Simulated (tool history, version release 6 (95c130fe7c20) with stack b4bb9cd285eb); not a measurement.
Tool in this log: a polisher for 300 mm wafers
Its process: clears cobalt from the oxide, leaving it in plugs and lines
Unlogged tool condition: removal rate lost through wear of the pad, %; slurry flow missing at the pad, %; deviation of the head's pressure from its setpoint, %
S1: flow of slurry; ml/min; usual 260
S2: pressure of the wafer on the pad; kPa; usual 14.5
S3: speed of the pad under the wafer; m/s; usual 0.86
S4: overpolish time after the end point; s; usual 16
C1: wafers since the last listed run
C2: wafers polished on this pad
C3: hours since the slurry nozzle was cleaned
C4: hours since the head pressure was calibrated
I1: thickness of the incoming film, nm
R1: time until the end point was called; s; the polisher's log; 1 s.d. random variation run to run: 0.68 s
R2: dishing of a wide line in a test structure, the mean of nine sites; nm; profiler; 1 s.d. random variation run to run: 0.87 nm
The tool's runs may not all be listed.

run,day,S1,S2,S3,S4,C1,C2,C3,C4,I1,R1,R2
1,0.000,260,14.5,0.96,16,0,877,164.2,235.3,316.3,67.5,44.1
# day 0.592: worn pad replaced by a new one
2,0.612,260,14.5,0.86,16,108,5,178.9,250.0,322.7,78.0,42.7
3,0.904,260,14.5,0.86,16,70,76,185.9,257.0,323.6,76.9,41.2
4,1.154,260,14.5,0.86,11,60,137,191.9,263.0,316.8,76.8,33.6
5,1.721,260,14.5,0.86,11,137,274,205.5,276.6,321.9,76.3,32.5
6,2.433,325,14.5,0.86,16,173,447,222.6,293.7,323.2,76.7,41.3
7,3.146,260,14.5,0.86,16,173,621,239.7,310.8,318.4,76.5,41.4
# day 3.825: worn pad replaced by a new one
8,3.846,260,14.5,0.86,16,129,4,256.5,327.6,325.0,79.7,40.8
9,4.379,260,14.5,0.86,16,129,134,269.3,340.4,319.4,78.4,41.9
# day 4.729: slurry nozzle cleaned
10,4.750,305,14.5,0.86,16,79,214,0.5,349.3,315.3,71.4,42.5
11,5.154,260,14.5,0.86,16,98,312,10.2,359.0,319.7,73.4,42.2
12,5.675,225,18.6,0.64,23,126,439,22.7,371.5,314.2,84.0,46.5
# day 6.046: head pressure recalibrated
13,6.067,260,16.5,0.86,16,74,514,32.1,0.5,313.8,61.3,45.7
14,6.621,260,11.0,0.78,25,134,648,45.4,13.8,322.0,91.6,46.7
# day 7.033: worn pad replaced by a new one
15,7.054,220,14.5,0.58,16,64,5,55.8,24.2,318.2,104.0,34.0
16,7.317,225,13.1,0.96,10,63,69,62.1,30.5,321.3,67.7,34.9
17,8.821,170,14.5,0.86,8,365,434,98.2,66.6,323.7,77.6,27.3
18,9.479,335,16.5,0.86,20,159,594,114.0,82.4,322.4,64.5,48.0
19,9.925,170,14.5,0.86,8,108,703,124.7,93.1,320.5,78.1,27.0

Forecast run 20:
20,10.175,225,18.6,0.64,23,60,763,130.7,99.1,318.5,?,?

R1: 85.1 s
R2: 47.2 nm
Without the tool's hidden state the same run would have given R1 77.7 s, R2 48.8 nm.

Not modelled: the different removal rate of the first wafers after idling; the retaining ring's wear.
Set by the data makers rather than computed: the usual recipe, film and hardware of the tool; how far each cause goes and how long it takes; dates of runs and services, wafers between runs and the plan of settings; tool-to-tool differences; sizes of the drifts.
